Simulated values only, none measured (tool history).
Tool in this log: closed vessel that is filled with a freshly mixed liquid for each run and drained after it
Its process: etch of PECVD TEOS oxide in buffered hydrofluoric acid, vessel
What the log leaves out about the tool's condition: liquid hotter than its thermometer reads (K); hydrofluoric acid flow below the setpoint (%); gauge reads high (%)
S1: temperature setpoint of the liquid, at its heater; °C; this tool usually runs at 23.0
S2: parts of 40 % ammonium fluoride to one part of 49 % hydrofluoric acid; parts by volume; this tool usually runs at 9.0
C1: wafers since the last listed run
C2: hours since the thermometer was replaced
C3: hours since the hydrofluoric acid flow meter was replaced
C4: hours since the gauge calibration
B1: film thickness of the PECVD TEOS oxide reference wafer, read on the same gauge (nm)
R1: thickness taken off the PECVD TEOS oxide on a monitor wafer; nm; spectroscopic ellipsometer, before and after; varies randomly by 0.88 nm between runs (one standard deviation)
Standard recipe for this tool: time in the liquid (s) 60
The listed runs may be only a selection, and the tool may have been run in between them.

Run 1, day 0.000: usual settings but time in the liquid (s) 75; C1 0; C2 81.4; C3 1674.0; C4 661.0; B1 99.98. Result: R1 197.47 nm.
Run 2, day 1.950: usual settings but time in the liquid (s) 75; C1 2864; C2 128.2; C3 1720.8; C4 707.8; B1 99.96. Result: R1 195.84 nm.
Run 3, day 4.538: usual settings; C1 3800; C2 190.3; C3 1782.9; C4 769.9; B1 100.01. Result: R1 157.78 nm.
Run 4, day 6.992: usual settings; C1 3604; C2 249.2; C3 1841.8; C4 828.8; B1 100.01. Result: R1 156.61 nm.
Run 5, day 10.625: usual settings; C1 5336; C2 336.4; C3 1929.0; C4 916.0; B1 100.01. Result: R1 156.25 nm.
Run 6, day 14.888: usual settings; C1 6260; C2 438.7; C3 2031.3; C4 1018.3; B1 100.01. Result: R1 156.24 nm.
Run 7, day 17.225: usual settings; C1 3433; C2 494.8; C3 2087.4; C4 1074.4; B1 100.01. Result: R1 156.53 nm.
At day 19.683: gauge calibrated.
Run 8, day 19.875: usual settings but time in the liquid (s) 85; C1 3892; C2 558.4; C3 2151.0; C4 4.6; B1 99.99. Result: R1 220.33 nm.
At day 22.500: thermometer replaced.
Run 9, day 23.475: usual settings but time in the liquid (s) 85; C1 5226; C2 23.4; C3 2237.4; C4 91.0; B1 100.02. Result: R1 221.27 nm.
Run 10, day 26.508: usual settings; C1 4455; C2 96.2; C3 2310.2; C4 163.8; B1 100.03. Result: R1 154.73 nm.
Run 11, day 30.508: usual settings but time in the liquid (s) 30; C1 5875; C2 192.2; C3 2406.2; C4 259.8; B1 100.00. Result: R1 77.61 nm.
Run 12, day 32.258: usual settings but S1 21.0 °C, time in the liquid (s) 85; C1 2570; C2 234.2; C3 2448.2; C4 301.8; B1 100.04. Result: R1 196.67 nm.
Run 13, day 35.617: usual settings but S1 21.5 °C, S2 6.5 parts by volume; C1 4932; C2 314.8; C3 2528.8; C4 382.4; B1 99.97. Result: R1 192.75 nm.
At day 36.450: hydrofluoric acid flow meter replaced.
Run 14, day 37.850: usual settings but S2 5.5 parts by volume; C1 3219; C2 368.4; C3 33.6; C4 436.0; B1 99.99. Result: R1 230.57 nm.
Run 15, day 41.533: usual settings but S1 19.5 °C, S2 11.0 parts by volume, time in the liquid (s) 35; C1 5410; C2 456.8; C3 122.0; C4 524.4; B1 100.03. Result: R1 57.51 nm.
At day 45.633: thermometer replaced.
Run 16, day 46.954: usual settings; C1 7901; C2 31.7; C3 252.1; C4 654.5; B1 100.00. Result: R1 143.64 nm.
At day 47.842: hydrofluoric acid flow meter replaced, repeated, since the last time left the tool worse.
Run 17, day 48.596: usual settings but S1 21.0 °C, S2 11.0 parts by volume, time in the liquid (s) 80; C1 2350; C2 71.1; C3 18.1; C4 693.9; B1 99.98. Result: R1 165.26 nm.
Run 18, day 51.254: usual settings but S1 18.5 °C, S2 11.0 parts by volume; C1 3904; C2 134.9; C3 81.9; C4 757.7; B1 99.99. Result: R1 106.59 nm.
Run 19, day 55.625: usual settings; C1 6420; C2 239.8; C3 186.8; C4 862.6; B1 99.96. Result: R1 162.57 nm.
Run 20, day 57.575: usual settings but S1 20.0 °C, S2 10.5 parts by volume, time in the liquid (s) 95; C1 2864; C2 286.6; C3 233.6; C4 909.4; B1 100.02. Result: R1 190.69 nm.

Forecast each of these 3 alternatives for the next run:
Run A, day 57.604: usual settings; C1 42; C2 287.3; C3 234.3; C4 910.1; B1 ?. Result: R1 ?.
Run B, day 57.604: usual settings but S2 7.0 parts by volume; C1 42; C2 287.3; C3 234.3; C4 910.1; B1 ?. Result: R1 ?.
Run C, day 57.604: usual settings but S2 6.0 parts by volume; C1 42; C2 287.3; C3 234.3; C4 910.1; B1 ?. Result: R1 ?.

run     B1      R1
  A  99.98  159.63
  B  99.98  207.59
  C  99.98  238.32
With the hidden condition removed and each run's random variation left untouched, the same runs would have given:
run      R1
  A  161.73
  B  212.29
  C  242.64
